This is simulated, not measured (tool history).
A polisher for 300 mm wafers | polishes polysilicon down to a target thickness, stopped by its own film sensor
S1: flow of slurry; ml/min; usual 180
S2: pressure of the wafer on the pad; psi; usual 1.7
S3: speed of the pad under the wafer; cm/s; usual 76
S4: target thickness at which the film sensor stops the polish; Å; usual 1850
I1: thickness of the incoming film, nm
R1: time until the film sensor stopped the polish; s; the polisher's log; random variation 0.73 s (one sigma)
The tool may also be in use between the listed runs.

Run 1, hour 0.0: usual settings but S1 230 ml/min, S3 82 cm/s; I1 512.9. Result: R1 76.6 s.
Run 2, hour 39.4: usual settings but S1 230 ml/min, S3 82 cm/s; I1 508.7. Result: R1 78.4 s.
Run 3, hour 64.1: usual settings; I1 505.2. Result: R1 86.7 s.
Run 4, hour 79.2: usual settings; I1 508.5. Result: R1 88.0 s.
Run 5, hour 97.1: usual settings; I1 508.9. Result: R1 86.3 s.
At hour 103.8: worn pad replaced by a new one.
Run 6, hour 119.9: usual settings; I1 516.2. Result: R1 79.7 s.
Run 7, hour 138.9: usual settings; I1 506.5. Result: R1 79.7 s.
Run 8, hour 167.7: usual settings; I1 507.5. Result: R1 82.7 s.
Run 9, hour 197.2: usual settings; I1 511.6. Result: R1 85.8 s.
Run 10, hour 220.4: usual settings but S1 160 ml/min; I1 503.6. Result: R1 84.2 s.
Run 11, hour 248.9: usual settings but S4 1260 Å; I1 504.8. Result: R1 99.4 s.
Run 12, hour 281.8: usual settings but S4 1260 Å; I1 508.2. Result: R1 102.3 s.
Run 13, hour 297.4: usual settings but S4 1260 Å; I1 507.4. Result: R1 101.1 s.
At hour 301.5: worn pad replaced by a new one.
Run 14, hour 331.0: usual settings but S3 66 cm/s, S4 2640 Å; I1 508.7. Result: R1 69.2 s.
Run 15, hour 346.3: usual settings but S3 66 cm/s, S4 2640 Å; I1 513.8. Result: R1 71.8 s.
Run 16, hour 362.0: usual settings; I1 506.3. Result: R1 82.7 s.
Run 17, hour 378.4: usual settings; I1 509.3. Result: R1 84.1 s.
Run 18, hour 439.1: usual settings but S1 120 ml/min, S3 96 cm/s, S4 2700 Å; I1 510.4. Result: R1 51.4 s.
Run 19, hour 458.2: usual settings but S1 155 ml/min; I1 511.3. Result: R1 88.5 s.
At hour 494.3: worn pad replaced by a new one.
Run 20, hour 496.4: usual settings but S3 92 cm/s, S4 1510 Å; I1 509.3. Result: R1 71.2 s.

Forecast run 21:
Run 21, hour 547.9: usual settings but S2 1.9 psi, S4 2820 Å; I1 505.9. Result: R1 ?.

Run 21 gave R1 52.1 s.
Without the tool's hidden state the same run would have given R1 48.1 s.
